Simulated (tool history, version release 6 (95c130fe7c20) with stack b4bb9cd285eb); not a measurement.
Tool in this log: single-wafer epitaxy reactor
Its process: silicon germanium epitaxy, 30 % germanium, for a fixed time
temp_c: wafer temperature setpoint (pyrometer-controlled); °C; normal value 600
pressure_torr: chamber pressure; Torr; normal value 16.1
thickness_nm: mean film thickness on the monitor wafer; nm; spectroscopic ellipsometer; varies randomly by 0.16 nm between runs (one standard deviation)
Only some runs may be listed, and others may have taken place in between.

| run | hour | temp_c | pressure_torr | read-back reference wafer on the same gauge, thickness_nm | thickness_nm |
|---|---|---|---|---|---|
| 1 | 0.0 | 600 | 16.1 | 56.776 | 56.772 |
| 2 | 14.3 | 600 | 16.1 | 56.769 | 57.178 |
| 3 | 38.5 | 607 | 14.9 | 56.763 | 61.939 |
| 4 | 52.4 | 607 | 14.9 | 56.790 | 61.915 |
| 5 | 60.3 | 607 | 14.9 | 56.842 | 61.680 |
| 6 | 73.7 | 600 | 16.1 | 56.824 | 57.231 |
| 7 | 103.1 | 591 | 16.1 | 56.736 | 49.484 |
| 8 | 109.8 | 591 | 16.1 | 56.769 | 49.399 |
|  | 120.5 | showerhead replaced |
| 9 | 121.0 | 600 | 18.3 | 56.818 | 59.931 |
| 10 | 125.2 | 600 | 18.3 | 56.714 | 59.922 |
|  | 143.5 | capacitance manometer re-zeroed and calibrated |
| 11 | 144.0 | 600 | 16.1 | 56.816 | 57.140 |
| 12 | 150.3 | 600 | 16.1 | 56.855 | 57.019 |
| 13 | 162.9 | 600 | 16.1 | 56.866 | 56.874 |
|  | 181.1 | pyrometer calibrated |
| 14 | 181.6 | 600 | 16.1 | 56.734 | 51.445 |
| 15 | 185.0 | 600 | 16.1 | 56.796 | 51.457 |
| 16 | 192.7 | 609 | 17.6 | 56.838 | 61.286 |
| 17 | 205.9 | 596 | 18.3 | 56.839 | 50.696 |
| 18 | 216.8 | 613 | 13.9 | 56.828 | 60.258 |
| 19 | 223.8 | 586 | 16.1 | 56.832 | 41.196 |
|  | 236.0 | gauge calibrated |
| 20 | 240.2 | 600 | 16.1 | 56.805 | 51.714 |

Run 21 comes next. What will it give?
| 21 | 253.1 | 600 | 16.1 | ? | ? |

read-back reference wafer on the same gauge, thickness_nm: 56.794
thickness_nm: 52.082 nm
Had the tool carried no hidden state, the very same run would have given thickness_nm 51.303 nm.
